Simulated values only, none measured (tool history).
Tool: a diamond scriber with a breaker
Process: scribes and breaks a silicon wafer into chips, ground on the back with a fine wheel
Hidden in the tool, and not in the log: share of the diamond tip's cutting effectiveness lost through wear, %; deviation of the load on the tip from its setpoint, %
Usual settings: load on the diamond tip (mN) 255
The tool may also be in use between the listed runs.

run,hour,load on the diamond tip (mN),wafers since the last listed run,hours since the diamond tip was replaced,hours since the load on the tip was calibrated,"incoming depth of the damage left on the back of the incoming wafer, um",depth of the median crack under the scribed line (nm),chips rejected at inspection after the break (%)
1,0.0,306,0,145.9,1632.4,1.90,15670,2.41
2,57.6,255,97,203.5,1690.0,2.27,13940,1.71
3,91.5,255,57,237.4,1723.9,1.79,13910,1.57
4,158.2,291,112,304.1,1790.6,2.88,14940,2.17
5,212.4,291,91,358.3,1844.8,2.98,15050,2.43
6,263.7,235,86,409.6,1896.1,2.57,12950,2.90
7,307.1,235,73,453.0,1939.5,2.26,12990,3.06
8,359.3,298,88,505.2,1991.7,1.68,14810,1.66
9,391.8,231,54,537.7,2024.2,1.52,12260,3.41
# hour 401.9: diamond tip replaced by a new one
# hour 436.3: load on the tip recalibrated
10,454.8,255,99,52.9,18.5,2.95,12300,4.03
# hour 500.7: diamond tip replaced by a new one, repeated, since the last time left the tool worse
11,504.6,227,80,3.9,68.3,2.71,13170,3.00
12,572.1,318,113,71.4,135.8,2.51,16460,3.72
13,626.4,255,91,125.7,190.1,2.65,13930,1.83
14,690.9,278,108,190.2,254.6,2.73,14700,1.98
15,757.4,289,112,256.7,321.1,2.09,15140,2.04

4 ways to go on from here, each from the tool as it stands after run 15. What would each give?
A,758.1,281,1,257.4,321.8,2.76,?,?
B,758.1,329,1,257.4,321.8,2.76,?,?
C,758.1,280,1,257.4,321.8,2.76,?,?
D,758.1,324,1,257.4,321.8,2.76,?,?

run,depth of the median crack under the scribed line (nm),chips rejected at inspection after the break (%)
A,14840,2.16
B,16430,3.88
C,14800,2.14
D,16270,3.62
Without the tool's hidden state the same runs would have given:
run,depth of the median crack under the scribed line (nm),chips rejected at inspection after the break (%)
A,15170,2.35
B,16790,4.53
C,15130,2.33
D,16630,4.23
